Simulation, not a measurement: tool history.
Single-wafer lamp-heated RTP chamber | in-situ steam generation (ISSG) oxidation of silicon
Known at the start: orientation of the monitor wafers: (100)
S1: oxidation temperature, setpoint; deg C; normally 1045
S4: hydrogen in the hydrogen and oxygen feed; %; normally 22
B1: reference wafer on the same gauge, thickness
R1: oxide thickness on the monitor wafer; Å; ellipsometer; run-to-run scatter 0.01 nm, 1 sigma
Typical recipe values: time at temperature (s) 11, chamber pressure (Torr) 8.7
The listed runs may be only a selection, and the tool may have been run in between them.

Run 1, hour 0.0: usual settings but S1 1036 deg C, S4 27 %; B1 4.490. Result: R1 48.45 Å.
Run 2, hour 58.1: usual settings; B1 4.491. Result: R1 48.02 Å.
Run 3, hour 108.4: usual settings but time at temperature (s) 9; B1 4.493. Result: R1 43.79 Å.
At hour 133.1: pyrometer window cleaned and pyrometer calibrated.
Run 4, hour 145.0: usual settings but time at temperature (s) 9; B1 4.490. Result: R1 43.20 Å.
Run 5, hour 244.9: usual settings; B1 4.489. Result: R1 47.57 Å.
Run 6, hour 331.5: usual settings but S4 14 %; B1 4.490. Result: R1 42.77 Å.
Run 7, hour 413.6: usual settings but S4 14 %; B1 4.487. Result: R1 42.80 Å.
Run 8, hour 521.3: usual settings but chamber pressure (Torr) 7.9, S4 29 %; B1 4.490. Result: R1 52.07 Å.
Run 9, hour 586.6: usual settings but chamber pressure (Torr) 7.9, S4 29 %; B1 4.493. Result: R1 52.10 Å.
At hour 669.3: pyrometer window cleaned and pyrometer calibrated.
Run 10, hour 679.0: usual settings but chamber pressure (Torr) 7.9, S4 29 %; B1 4.490. Result: R1 51.37 Å.
At hour 745.7: hydrogen flow controller replaced.
Run 11, hour 888.0: usual settings; B1 4.490. Result: R1 48.24 Å.
At hour 906.5: gauge calibrated.
Run 12, hour 968.7: usual settings; B1 4.492. Result: R1 48.19 Å.
At hour 978.1: pressure gauge zeroed.
Run 13, hour 1035.2: usual settings; B1 4.491. Result: R1 48.45 Å.
Run 14, hour 1109.4: usual settings but chamber pressure (Torr) 7.3; B1 4.490. Result: R1 48.61 Å.
At hour 1172.9: pyrometer window cleaned and pyrometer calibrated.
Run 15, hour 1180.5: usual settings but S1 1029 deg C, time at temperature (s) 9, S4 19 %; B1 4.491. Result: R1 39.36 Å.
Run 16, hour 1286.5: usual settings but S1 1036 deg C, S4 13 %; B1 4.488. Result: R1 40.67 Å.
Run 17, hour 1387.6: usual settings but S1 1058 deg C, chamber pressure (Torr) 8.1, S4 14 %; B1 4.489. Result: R1 45.92 Å.
Run 18, hour 1436.5: usual settings but chamber pressure (Torr) 7.9, S4 12 %; B1 4.488. Result: R1 41.69 Å.
Run 19, hour 1534.2: usual settings; B1 4.489. Result: R1 48.35 Å.

What does the tool deliver on the next run?
Run 20, hour 1580.7: usual settings but chamber pressure (Torr) 9.5; B1 ?. Result: R1 ?.

B1: 4.490
R1: 48.13 Å
With no hidden state in the tool, this same run would have given R1 47.81 Å.
